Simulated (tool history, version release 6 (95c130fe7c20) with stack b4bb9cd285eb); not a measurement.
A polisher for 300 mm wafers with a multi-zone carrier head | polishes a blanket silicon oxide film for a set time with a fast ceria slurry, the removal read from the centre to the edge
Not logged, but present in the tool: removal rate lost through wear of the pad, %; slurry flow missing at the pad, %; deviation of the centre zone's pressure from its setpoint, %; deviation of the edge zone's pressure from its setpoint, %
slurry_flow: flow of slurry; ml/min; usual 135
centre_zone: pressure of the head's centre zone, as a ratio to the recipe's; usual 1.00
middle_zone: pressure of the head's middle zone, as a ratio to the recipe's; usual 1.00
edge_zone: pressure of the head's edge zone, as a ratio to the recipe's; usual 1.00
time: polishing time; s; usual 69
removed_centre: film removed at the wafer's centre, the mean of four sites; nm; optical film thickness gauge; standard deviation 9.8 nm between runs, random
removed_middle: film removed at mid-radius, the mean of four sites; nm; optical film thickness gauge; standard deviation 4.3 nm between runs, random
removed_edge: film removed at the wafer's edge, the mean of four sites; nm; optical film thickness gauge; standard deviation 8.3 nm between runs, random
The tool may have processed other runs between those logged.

run    day  slurry_flow  centre_zone  middle_zone  edge_zone  time  wafers since the last listed run  wafers polished on this pad  hours since the slurry nozzle was cleaned  hours since the centre zone pressure was calibrated  hours since the edge zone pressure was calibrated  hours since the carrier head's membrane was replaced  incoming thickness of the incoming film, nm  removed_centre  removed_middle  removed_edge
  1  0.000          170         1.00         1.00       1.00    69                                 0                          773                                      237.9                                                551.9                                              863.7                                                1108.9                                       3410.2           580.4           606.0         589.5
  2  0.646          170         1.00         1.00       1.00    69                               198                          972                                      253.4                                                567.4                                              879.2                                                1124.4                                       3436.5           573.0           587.8         601.6
     0.817  -- worn pad replaced by a new one
  3  1.058          170         1.00         1.00       1.00    69                                75                           74                                      263.3                                                577.3                                              889.1                                                1134.3                                       3346.3           626.5           649.3         647.4
  4  1.475          170         1.00         1.00       0.93    69                               128                          202                                      273.3                                                587.3                                              899.1                                                1144.3                                       3408.2           611.1           633.1         606.6
     1.925  -- carrier head's membrane replaced by a new one
  5  1.946          135         1.00         1.00       1.00    69                                80                          283                                      284.6                                                598.6                                              910.4                                                   0.5                                       3436.9           566.3           580.2         582.6
  6  2.412          155         1.00         1.00       0.92    78                               143                          426                                      295.8                                                609.8                                              921.6                                                  11.7                                       3402.6           654.3           659.0         632.2
     2.529  -- edge zone pressure recalibrated
     3.038  -- slurry nozzle cleaned
  7  3.942          135         1.00         1.08       1.00    69                               431                          858                                       21.7                                                646.5                                               33.9                                                  48.4                                       3327.6           561.5           619.7         592.2
  8  4.521          100         0.91         1.00       1.00    69                               178                         1036                                       35.6                                                660.4                                               47.8                                                  62.3                                       3385.4           476.0           536.0         542.2
     4.996  -- worn pad replaced by a new one
  9  5.017          135         1.00         1.07       0.91    69                               101                            6                                       47.5                                                672.3                                               59.7                                                  74.2                                       3406.7           650.9           698.5         625.2
 10  5.350          160         1.00         1.00       1.00    69                               102                          108                                       55.5                                                680.3                                               67.7                                                  82.2                                       3400.5           655.3           662.2         652.0
     6.162  -- centre zone pressure recalibrated
 11  6.183          135         1.00         0.93       1.09    69                               230                          339                                       75.5                                                  0.5                                               87.7                                                 102.2                                       3366.6           597.5           577.5         634.8
 12  6.817          135         1.00         1.11       1.00    69                               194                          534                                       90.7                                                 15.7                                              102.9                                                 117.4                                       3372.7           584.3           653.0         589.2
 13  7.258          135         1.00         1.00       1.00    69                               135                          669                                      101.3                                                 26.3                                              113.5                                                 128.0                                       3428.5           573.8           582.6         593.1

Forecast run 14:
 14  7.758          170         1.00         1.00       0.94    69                               153                          823                                      113.3                                                 38.3                                              125.5                                                 140.0                                       3402.4               ?               ?             ?

{"run 14": {"removed_centre": 598.6, "removed_middle": 612.2, "removed_edge": 590.0}}
Minus the tool's unlogged condition, the same run would have read removed_centre 681.3 nm, removed_middle 696.2 nm, removed_edge 669.8 nm.
